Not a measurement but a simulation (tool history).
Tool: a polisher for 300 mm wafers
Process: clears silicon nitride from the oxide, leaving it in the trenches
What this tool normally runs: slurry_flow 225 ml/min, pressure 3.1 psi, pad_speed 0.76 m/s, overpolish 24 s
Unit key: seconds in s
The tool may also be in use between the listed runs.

run,hour,slurry_flow,pressure,pad_speed,overpolish,wafers since the last listed run,wafers polished on this pad,hours since the slurry nozzle was cleaned,hours since the head pressure was calibrated,"incoming thickness of the incoming film, nm",seconds
1,0.0,225,3.1,0.56,24,0,716,778.7,18.7,69.3,109.4
2,88.8,225,3.1,0.76,24,771,1488,867.5,107.5,69.1,89.1
# hour 101.0: slurry nozzle cleaned
3,189.2,225,3.1,0.76,24,864,2352,88.2,207.9,69.4,85.0
4,245.1,225,3.1,0.76,24,485,2838,144.1,263.8,70.3,83.5
5,301.4,225,3.1,0.76,24,489,3327,200.4,320.1,69.0,82.9
6,545.3,200,3.1,0.76,24,2120,5448,444.3,564.0,70.6,86.3
7,636.5,200,3.1,0.76,24,792,6240,535.5,655.2,70.0,89.1
8,733.3,200,3.1,0.76,24,841,7082,632.3,752.0,69.4,87.5
# hour 745.7: worn pad replaced by a new one
# hour 789.9: head pressure recalibrated
9,823.7,225,3.1,0.82,17,733,660,722.7,33.8,70.5,82.6
10,890.6,225,3.1,0.88,24,581,1242,789.6,100.7,70.2,76.8
11,926.9,225,3.1,0.88,24,315,1557,825.9,137.0,69.3,78.7
# hour 943.4: slurry nozzle cleaned
12,1007.8,225,3.1,0.88,24,694,2252,64.4,217.9,70.4,73.7
13,1057.9,225,2.5,0.76,24,435,2687,114.5,268.0,70.5,99.8
14,1370.7,225,3.1,1.02,24,2719,5407,427.3,580.8,70.1,67.1
15,1464.1,285,3.1,0.90,35,811,6219,520.7,674.2,70.1,73.2
# hour 1489.6: head pressure recalibrated
16,1524.3,260,3.1,0.76,17,505,6724,580.9,34.7,69.4,85.6
# hour 1563.5: worn pad replaced by a new one
17,1585.1,170,4.1,1.00,24,493,187,641.7,95.5,69.0,59.5
18,1657.0,195,3.1,0.76,24,625,812,713.6,167.4,70.1,90.5
# hour 1674.9: slurry nozzle cleaned
19,1750.7,225,2.5,0.76,33,805,1618,75.8,261.1,70.5,95.7
20,1804.7,225,3.6,0.76,24,469,2088,129.8,315.1,71.2,77.7
21,1849.0,180,3.1,0.68,24,385,2473,174.1,359.4,69.3,93.5
22,1952.9,225,3.1,0.76,24,903,3376,278.0,463.3,68.7,82.5
23,2027.7,180,3.9,0.90,14,650,4026,352.8,538.1,69.9,64.4
24,2122.5,225,3.1,0.76,24,824,4850,447.6,632.9,68.9,84.2
25,2176.1,225,3.1,0.76,24,465,5316,501.2,686.5,70.7,85.9
# hour 2190.9: head pressure recalibrated
# hour 2207.2: worn pad replaced by a new one
26,2232.3,245,3.1,0.76,10,436,218,557.4,41.4,70.4,87.7
27,2323.7,225,3.1,0.76,24,794,1012,648.8,132.8,69.9,86.8
28,2393.4,265,2.7,1.00,24,605,1618,718.5,202.5,70.1,73.7
# hour 2430.0: slurry nozzle cleaned
29,2460.4,225,3.1,0.76,29,573,2192,30.4,269.5,69.9,82.5

Expected results for the next run?
30,2563.3,225,3.1,0.76,24,894,3086,133.3,372.4,69.3,?

{"run 30": {"seconds": 83.1}}
Were there no unlogged condition in the tool, this run, its random variation unchanged, would have produced seconds 82.4 s.
